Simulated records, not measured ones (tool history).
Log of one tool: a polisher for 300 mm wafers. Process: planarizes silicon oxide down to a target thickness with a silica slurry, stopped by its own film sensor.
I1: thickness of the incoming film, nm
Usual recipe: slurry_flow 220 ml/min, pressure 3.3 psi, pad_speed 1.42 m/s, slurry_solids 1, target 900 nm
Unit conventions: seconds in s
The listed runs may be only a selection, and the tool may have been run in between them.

{"run": 1, "hour": 0.0, "slurry_flow": 220, "pressure": 3.3, "pad_speed": 1.42, "slurry_solids": 1, "target": 900, "I1": 1289.6, "seconds": 146}
{"run": 2, "hour": 65.2, "slurry_flow": 220, "pressure": 3.3, "pad_speed": 1.42, "slurry_solids": 0.85, "target": 900, "I1": 1266, "seconds": 145.4}
{"run": 3, "hour": 98.2, "slurry_flow": 220, "pressure": 3.3, "pad_speed": 1.42, "slurry_solids": 0.85, "target": 900, "I1": 1294.8, "seconds": 158.4}
{"run": 4, "hour": 123.5, "slurry_flow": 220, "pressure": 3.3, "pad_speed": 1.42, "slurry_solids": 0.85, "target": 900, "I1": 1274.1, "seconds": 145.8}
{"hour": 142.4, "done": "slurry nozzle cleaned"}
{"hour": 143.6, "done": "head pressure recalibrated"}
{"run": 5, "hour": 181.5, "slurry_flow": 220, "pressure": 3.3, "pad_speed": 1.42, "slurry_solids": 1, "target": 900, "I1": 1278.1, "seconds": 143.6}
{"hour": 188.6, "done": "worn pad replaced by a new one"}
{"run": 6, "hour": 235.8, "slurry_flow": 150, "pressure": 3.3, "pad_speed": 1.42, "slurry_solids": 0.9, "target": 1028, "I1": 1261.6, "seconds": 86.8}
{"run": 7, "hour": 269.7, "slurry_flow": 165, "pressure": 3.3, "pad_speed": 1.42, "slurry_solids": 1.1, "target": 961, "I1": 1282.4, "seconds": 116.9}
{"run": 8, "hour": 320.5, "slurry_flow": 220, "pressure": 3.9, "pad_speed": 1.42, "slurry_solids": 1, "target": 988, "I1": 1284, "seconds": 89.8}
{"hour": 338.7, "done": "conditioning disc replaced and pad reconditioned"}
{"hour": 346.4, "done": "slurry blender recalibrated"}
{"run": 9, "hour": 390.9, "slurry_flow": 220, "pressure": 4.5, "pad_speed": 1.24, "slurry_solids": 1.25, "target": 812, "I1": 1271.8, "seconds": 130.7}
{"run": 10, "hour": 459.3, "slurry_flow": 220, "pressure": 3.7, "pad_speed": 1.42, "slurry_solids": 1, "target": 900, "I1": 1265.6, "seconds": 120.1}
{"run": 11, "hour": 508.1, "slurry_flow": 185, "pressure": 3.3, "pad_speed": 1.42, "slurry_solids": 0.75, "target": 900, "I1": 1252.4, "seconds": 143}
{"hour": 530.7, "done": "head pressure recalibrated"}
{"run": 12, "hour": 537.2, "slurry_flow": 240, "pressure": 2.3, "pad_speed": 1.28, "slurry_solids": 1.1, "target": 900, "I1": 1282.3, "seconds": 204.7}
{"hour": 554.9, "done": "worn pad replaced by a new one"}
{"run": 13, "hour": 644.8, "slurry_flow": 220, "pressure": 3.3, "pad_speed": 1.16, "slurry_solids": 1, "target": 900, "I1": 1295.4, "seconds": 163.8}
{"run": 14, "hour": 693.6, "slurry_flow": 220, "pressure": 2.7, "pad_speed": 1.26, "slurry_solids": 1, "target": 784, "I1": 1281.2, "seconds": 234.8}
{"run": 15, "hour": 738.1, "slurry_flow": 220, "pressure": 4.3, "pad_speed": 1.42, "slurry_solids": 0.8, "target": 900, "I1": 1277, "seconds": 116.4}
{"hour": 740.5, "done": "slurry nozzle cleaned"}
{"hour": 740.6, "done": "conditioning disc replaced and pad reconditioned"}
{"hour": 781.6, "done": "slurry blender recalibrated"}
{"hour": 942.1, "done": "worn pad replaced by a new one"}
{"hour": 944.9, "done": "head pressure recalibrated"}
{"run": 16, "hour": 950.7, "slurry_flow": 220, "pressure": 3.3, "pad_speed": 1.42, "slurry_solids": 1, "target": 900, "I1": 1258.7, "seconds": 119.6}
{"run": 17, "hour": 1020.0, "slurry_flow": 220, "pressure": 3.3, "pad_speed": 1.42, "slurry_solids": 1, "target": 900, "I1": 1285.5, "seconds": 135.7}
{"run": 18, "hour": 1048.5, "slurry_flow": 220, "pressure": 3.3, "pad_speed": 1.42, "slurry_solids": 1, "target": 900, "I1": 1300.2, "seconds": 142.9}
{"run": 19, "hour": 1083.9, "slurry_flow": 220, "pressure": 3.3, "pad_speed": 1.42, "slurry_solids": 1, "target": 900, "I1": 1273.6, "seconds": 134.3}
{"run": 20, "hour": 1112.3, "slurry_flow": 220, "pressure": 3.3, "pad_speed": 1.42, "slurry_solids": 1, "target": 900, "I1": 1287.2, "seconds": 139.8}
{"hour": 1118.8, "done": "conditioning disc replaced and pad reconditioned"}
{"hour": 1152.9, "done": "slurry blender recalibrated"}
{"run": 21, "hour": 1158.6, "slurry_flow": 220, "pressure": 4, "pad_speed": 1.04, "slurry_solids": 1, "target": 900, "I1": 1291.9, "seconds": 156.9}
{"run": 22, "hour": 1209.3, "slurry_flow": 175, "pressure": 4, "pad_speed": 1.42, "slurry_solids": 1, "target": 900, "I1": 1268, "seconds": 123.8}
{"run": 23, "hour": 1272.1, "slurry_flow": 220, "pressure": 3.3, "pad_speed": 1.42, "slurry_solids": 1, "target": 900, "I1": 1257.3, "seconds": 134.1}
{"run": 24, "hour": 1310.1, "slurry_flow": 285, "pressure": 2.5, "pad_speed": 0.98, "slurry_solids": 0.9, "target": 900, "I1": 1264.6, "seconds": 224.4}

For some of the steps in seconds from one run to the next: how much would appear even if the tool had no hidden state, given the settings, what came in and random variation, and how much remains for the hidden state plus any gauge scatter that the measured result and the result without hidden state don't share?
Hidden conditions of the tool in this case: removal rate lost through wear of the pad, %; slurry flow missing at the pad, %; deviation of the head's pressure from its setpoint, %; abrasive missing from the slurry, %; time polished since the conditioner stopped cutting, s.
Run 5 -> 6: slurry_flow 220 -> 150, slurry_solids 1 -> 0.9, target 900 -> 1028, worn pad replaced by a new one. seconds -56.8 s: hidden state -16.7, all else -40.1.
Run 12 -> 13: slurry_flow 240 -> 220, pressure 2.3 -> 3.3, pad_speed 1.28 -> 1.16, slurry_solids 1.1 -> 1, worn pad replaced by a new one. seconds -40.9 s: hidden state -15.7, all else -25.2.
Run 14 -> 15: pressure 2.7 -> 4.3, pad_speed 1.26 -> 1.42, slurry_solids 1 -> 0.8, target 784 -> 900. seconds -118.4 s: hidden state -10.1, all else -108.3.
Run 23 -> 24: slurry_flow 220 -> 285, pressure 3.3 -> 2.5, pad_speed 1.42 -> 0.98, slurry_solids 1 -> 0.9. seconds +90.3 s: hidden state +13.5, all else +76.8.

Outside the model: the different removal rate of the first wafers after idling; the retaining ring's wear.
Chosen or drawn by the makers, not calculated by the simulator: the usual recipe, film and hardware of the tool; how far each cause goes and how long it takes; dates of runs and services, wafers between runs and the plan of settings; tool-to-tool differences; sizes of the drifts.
